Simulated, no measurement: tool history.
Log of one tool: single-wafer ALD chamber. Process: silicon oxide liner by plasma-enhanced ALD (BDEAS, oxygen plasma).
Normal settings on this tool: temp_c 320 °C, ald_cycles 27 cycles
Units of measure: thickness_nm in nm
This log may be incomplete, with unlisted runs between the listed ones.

run	hour	temp_c	ald_cycles	wafers since the last listed run	hours since the last thermocouple change	hours since the gauge calibration	read-back reference wafer on the same gauge, thickness_nm	thickness_nm
1	0	314	27	0	1247	148	2.477	2.487
2	67.5	314	27	618	1314.5	215.5	2.473	2.498
3	125.4	320	27	530	1372.4	273.4	2.472	2.455
4	167.5	320	27	385	1414.5	315.5	2.47	2.469
5	259.6	320	27	844	1506.6	407.6	2.464	2.464
6	351.3	320	27	840	1598.3	499.3	2.461	2.458
7	407.9	320	27	518	1654.9	555.9	2.459	2.447
8	485.3	320	27	709	1732.3	633.3	2.457	2.449
9	583.1	320	27	896	1830.1	731.1	2.453	2.452
10	626	320	27	393	1873	774	2.455	2.45
11	668.4	320	27	388	1915.4	816.4	2.451	2.452
12	742.2	320	27	676	1989.2	890.2	2.451	2.459
13	835.1	320	25	851	2082.1	983.1	2.448	2.263
14	1045.4	320	25	1927	2292.4	1193.4	2.444	2.272
15	1089.4	320	27	403	2336.4	1237.4	2.443	2.439
16	1146.7	320	27	525	2393.7	1294.7	2.442	2.438
17	1265.1	320	27	1085	2512.1	1413.1	2.443	2.436
# hour 1303.7: thermocouple changed; heater temperature recalibrated
18	1308.5	320	27	324	4.8	1456.5	2.437	2.43
19	1347	320	27	352	43.3	1495	2.438	2.438
20	1414.7	320	27	620	111	1562.7	2.436	2.432
21	1511.9	320	27	890	208.2	1659.9	2.436	2.442
22	1609.4	320	31	893	305.7	1757.4	2.439	2.782
23	1654.6	326	24	414	350.9	1802.6	2.436	2.15
24	1734.5	325	22	732	430.8	1882.5	2.436	1.97
25	1794.2	315	24	547	490.5	1942.2	2.437	2.176
26	1872.6	309	22	718	568.9	2020.6	2.436	2.006
27	1913.7	326	27	376	610	2061.7	2.434	2.402
28	1991.5	335	22	712	687.8	2139.5	2.433	1.95
29	2080	333	27	811	776.3	2228	2.434	2.39
30	2177.3	327	32	891	873.6	2325.3	2.431	2.841
31	2271.3	332	24	861	967.6	2419.3	2.433	2.129
32	2375.6	334	25	955	1071.9	2523.6	2.434	2.216
# hour 2431.1: gauge calibrated
33	2444.5	313	31	631	1140.8	13.4	2.495	2.889
34	2543.6	320	30	908	1239.9	112.5	2.49	2.767
35	2582.2	320	27	353	1278.5	151.1	2.486	2.491
36	2622.7	331	27	371	1319	191.6	2.486	2.451
37	2687.2	312	30	591	1383.5	256.1	2.481	2.78
38	2776.5	320	27	818	1472.8	345.4	2.478	2.483
39	2828.4	330	31	475	1524.7	397.3	2.477	2.804
40	2885.6	320	27	524	1581.9	454.5	2.474	2.465
41	2992.3	329	27	977	1688.6	561.2	2.469	2.436
42	3046	328	24	492	1742.3	614.9	2.466	2.177
43	3137.8	320	27	841	1834.1	706.7	2.466	2.462
44	3235.4	320	27	894	1931.7	804.3	2.463	2.457

For run 45, what comes out?
45	3271.9	320	29	334	1968.2	840.8	?	?

{"run 45": {"read-back reference wafer on the same gauge, thickness_nm": 2.462, "thickness_nm": 2.644}}
With the hidden condition absent and the run-to-run variation left alone, this run would have shown thickness_nm 2.685 nm.

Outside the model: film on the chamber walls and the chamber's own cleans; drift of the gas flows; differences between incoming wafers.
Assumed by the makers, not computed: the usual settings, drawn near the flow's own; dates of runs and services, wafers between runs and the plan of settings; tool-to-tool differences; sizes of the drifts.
